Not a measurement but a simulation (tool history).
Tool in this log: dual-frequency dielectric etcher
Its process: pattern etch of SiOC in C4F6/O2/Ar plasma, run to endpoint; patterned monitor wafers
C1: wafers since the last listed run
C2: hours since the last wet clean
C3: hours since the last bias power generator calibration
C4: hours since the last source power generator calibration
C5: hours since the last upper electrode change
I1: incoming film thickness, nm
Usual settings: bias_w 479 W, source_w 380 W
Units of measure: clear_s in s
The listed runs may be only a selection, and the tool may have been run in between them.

{"run": 1, "hour": 0.0, "bias_w": 479, "source_w": 380, "C1": 0, "C2": 340.3, "C3": 4048.5, "C4": 4215.4, "C5": 4080.7, "I1": 51.8, "clear_s": 17.2}
{"run": 2, "hour": 11.4, "bias_w": 434, "source_w": 380, "C1": 194, "C2": 351.7, "C3": 4059.9, "C4": 4226.8, "C5": 4092.1, "I1": 52, "clear_s": 18.2}
{"run": 3, "hour": 19.0, "bias_w": 434, "source_w": 380, "C1": 129, "C2": 359.3, "C3": 4067.5, "C4": 4234.4, "C5": 4099.7, "I1": 51.6, "clear_s": 17.9}
{"run": 4, "hour": 32.3, "bias_w": 479, "source_w": 380, "C1": 227, "C2": 372.6, "C3": 4080.8, "C4": 4247.7, "C5": 4113, "I1": 51.9, "clear_s": 17.2}
{"run": 5, "hour": 45.3, "bias_w": 479, "source_w": 380, "C1": 221, "C2": 385.6, "C3": 4093.8, "C4": 4260.7, "C5": 4126, "I1": 51.8, "clear_s": 17.1}
{"run": 6, "hour": 52.2, "bias_w": 479, "source_w": 380, "C1": 117, "C2": 392.5, "C3": 4100.7, "C4": 4267.6, "C5": 4132.9, "I1": 51.4, "clear_s": 17}
{"hour": 93.2, "done": "wet clean of the chamber"}
{"run": 7, "hour": 93.7, "bias_w": 479, "source_w": 310, "C1": 298, "C2": 0.5, "C3": 4142.2, "C4": 4309.1, "C5": 4174.4, "I1": 51.5, "clear_s": 19.6}
{"run": 8, "hour": 94.0, "bias_w": 479, "source_w": 310, "C1": 5, "C2": 0.8, "C3": 4142.5, "C4": 4309.4, "C5": 4174.7, "I1": 52.1, "clear_s": 19.8}
{"run": 9, "hour": 94.3, "bias_w": 479, "source_w": 380, "C1": 5, "C2": 1.1, "C3": 4142.8, "C4": 4309.7, "C5": 4175, "I1": 51.9, "clear_s": 17.9}
{"run": 10, "hour": 98.8, "bias_w": 479, "source_w": 380, "C1": 76, "C2": 5.6, "C3": 4147.3, "C4": 4314.2, "C5": 4179.5, "I1": 52, "clear_s": 17.8}
{"hour": 112.5, "done": "bias power generator calibrated"}
{"run": 11, "hour": 116.3, "bias_w": 479, "source_w": 380, "C1": 230, "C2": 23.1, "C3": 3.8, "C4": 4331.7, "C5": 4197, "I1": 51.4, "clear_s": 17.7}
{"run": 12, "hour": 124.1, "bias_w": 479, "source_w": 380, "C1": 133, "C2": 30.9, "C3": 11.6, "C4": 4339.5, "C5": 4204.8, "I1": 51.3, "clear_s": 17.7}
{"run": 13, "hour": 135.2, "bias_w": 585, "source_w": 380, "C1": 189, "C2": 42, "C3": 22.7, "C4": 4350.6, "C5": 4215.9, "I1": 51.7, "clear_s": 16}
{"hour": 159.4, "done": "upper electrode replaced"}
{"run": 14, "hour": 159.9, "bias_w": 479, "source_w": 380, "C1": 11, "C2": 66.7, "C3": 47.4, "C4": 4375.3, "C5": 0.5, "I1": 51.4, "clear_s": 17.6}
{"run": 15, "hour": 167.0, "bias_w": 439, "source_w": 380, "C1": 121, "C2": 73.8, "C3": 54.5, "C4": 4382.4, "C5": 7.6, "I1": 52, "clear_s": 18.6}
{"run": 16, "hour": 173.1, "bias_w": 479, "source_w": 290, "C1": 104, "C2": 79.9, "C3": 60.6, "C4": 4388.5, "C5": 13.7, "I1": 52.2, "clear_s": 20.3}
{"hour": 185.3, "done": "source power generator calibrated"}
{"run": 17, "hour": 185.8, "bias_w": 596, "source_w": 430, "C1": 148, "C2": 92.6, "C3": 73.3, "C4": 0.5, "C5": 26.4, "I1": 52.2, "clear_s": 15.3}
{"run": 18, "hour": 198.9, "bias_w": 383, "source_w": 280, "C1": 223, "C2": 105.7, "C3": 86.4, "C4": 13.6, "C5": 39.5, "I1": 52.1, "clear_s": 23.2}
{"run": 19, "hour": 209.2, "bias_w": 580, "source_w": 380, "C1": 175, "C2": 116, "C3": 96.7, "C4": 23.9, "C5": 49.8, "I1": 51.5, "clear_s": 15.9}
{"run": 20, "hour": 220.1, "bias_w": 479, "source_w": 380, "C1": 186, "C2": 126.9, "C3": 107.6, "C4": 34.8, "C5": 60.7, "I1": 51, "clear_s": 17.4}

Estimate the outcome of run 21 from the log above:
{"run": 21, "hour": 233.1, "bias_w": 479, "source_w": 380, "C1": 221, "C2": 139.9, "C3": 120.6, "C4": 47.8, "C5": 73.7, "I1": 51.3, "clear_s": "?"}

{"run 21": {"clear_s": 17.3}}
The same run, on a tool lacking any hidden state, would have yielded clear_s 17.6 s.

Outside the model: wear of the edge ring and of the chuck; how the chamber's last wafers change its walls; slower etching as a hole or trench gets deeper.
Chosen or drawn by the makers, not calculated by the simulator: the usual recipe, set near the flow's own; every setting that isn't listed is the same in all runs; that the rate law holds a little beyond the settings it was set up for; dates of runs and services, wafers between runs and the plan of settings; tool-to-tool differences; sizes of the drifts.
